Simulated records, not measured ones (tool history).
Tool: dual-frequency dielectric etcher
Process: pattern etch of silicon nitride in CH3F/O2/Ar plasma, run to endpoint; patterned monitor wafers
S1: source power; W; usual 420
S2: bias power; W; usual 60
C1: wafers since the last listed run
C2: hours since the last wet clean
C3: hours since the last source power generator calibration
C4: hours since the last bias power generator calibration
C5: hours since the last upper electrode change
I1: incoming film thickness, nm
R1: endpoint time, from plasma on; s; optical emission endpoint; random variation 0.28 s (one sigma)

run,day,S1,S2,C1,C2,C3,C4,C5,I1,R1
1,0,340,60,0,380.1,2112.5,4558.3,3904.1,33.72,57.3
2,1.346,340,60,572,412.4,2144.8,4590.6,3936.4,33.25,56.9
3,1.954,420,60,258,427,2159.4,4605.2,3951,33.61,53.2
4,2.608,420,60,278,442.7,2175.1,4620.9,3966.7,33.56,53.3
# day 3.358: bias power generator calibrated
5,3.379,420,60,256,461.2,2193.6,0.5,3985.2,33.3,52.9
# day 5.346: wet clean of the chamber
6,5.367,420,60,419,0.5,2241.3,48.2,4032.9,33.72,52.5
7,5.379,420,60,5,0.8,2241.6,48.5,4033.2,33.64,52
8,5.762,420,60,162,10,2250.8,57.7,4042.4,33.75,52.1
9,6.308,370,60,232,23.1,2263.9,70.8,4055.5,33.87,54.6
10,7.696,370,60,589,56.4,2297.2,104.1,4088.8,33.67,54.8
11,9.058,420,60,579,89.1,2329.9,136.8,4121.5,33.71,52.2
12,10.183,390,60,478,116.1,2356.9,163.8,4148.5,33.55,53.9
# day 11.367: upper electrode replaced, of another model than before
13,11.388,390,60,86,145,2385.8,192.7,0.5,33.44,53
14,13.708,330,72,986,200.7,2441.5,248.4,56.2,33.6,50.8
15,14.775,390,48,453,226.3,2467.1,274,81.8,33.67,61.5
16,15.55,350,56,329,244.9,2485.7,292.6,100.4,33.65,57.9
17,16.221,420,73,285,261,2501.8,308.7,116.5,33.66,47.8
18,16.762,490,48,230,274,2514.8,321.7,129.5,33.71,58
19,17.404,520,68,272,289.4,2530.2,337.1,144.9,33.66,46.4
20,18.162,460,70,322,307.6,2548.4,355.3,163.1,33.57,46.8
21,18.742,420,60,246,321.5,2562.3,369.2,177,33.48,52.6
22,19.488,420,60,317,339.4,2580.2,387.1,194.9,33.51,52.6
23,20.262,460,60,329,358,2598.8,405.7,213.5,33.23,51.9
24,20.904,420,60,272,373.4,2614.2,421.1,228.9,33.71,53.5
25,22.175,320,50,540,403.9,2644.7,451.6,259.4,33.61,64.3
# day 24.525: source power generator calibrated
26,25.2,380,60,1215,476.5,16.2,524.2,332,33.77,55.3
27,26.65,490,74,616,511.3,51,559,366.8,33.81,45.7
# day 28.15: wet clean of the chamber
28,28.171,470,74,221,0.5,87.5,595.5,403.3,33.76,44.8
29,28.608,420,60,186,11,98,606,413.8,33.89,52.4
30,29.129,420,70,221,23.5,110.5,618.5,426.3,33.53,47.9
31,29.825,420,60,295,40.2,127.2,635.2,443,33.6,52.1
32,30.425,420,60,255,54.6,141.6,649.6,457.4,33.94,53
33,31.704,370,54,543,85.3,172.3,680.3,488.1,33.67,58.1
34,33.175,320,69,625,120.6,207.6,715.6,523.4,33.44,51.5
35,34.483,350,60,556,152,239,747,554.8,33.6,55.6
36,35.45,370,70,410,175.2,262.2,770.2,578,33.67,50.3

How the hidden state differs across the entries between the runs, from the last listed run before each to the first after it:
Between runs 4 and 5: bias power generator calibrated (day 3.358)
  etch rate over this chamber's usual, %: -2.93 -> -3.06
  measured less the result without the state, R1: +1.6 -> +1.6 s
Between runs 5 and 6: wet clean of the chamber (day 5.346)
  etch rate over this chamber's usual, %: -3.06 -> -0.0642
  measured less the result without the state, R1: +1.6 -> +0 s
Between runs 12 and 13: upper electrode replaced, of another model than before (day 11.367)
  etch rate over this chamber's usual, %: -0.858 -> -1.06
  measured less the result without the state, R1: +0.4 -> +0.6 s
Between runs 25 and 26: source power generator calibrated (day 24.525)
  etch rate over this chamber's usual, %: -2.83 -> -3.33
  measured less the result without the state, R1: +1.9 -> +1.8 s
Between runs 27 and 28: wet clean of the chamber (day 28.15)
  etch rate over this chamber's usual, %: -3.57 -> -0.558
  measured less the result without the state, R1: +1.7 -> +0.2 s
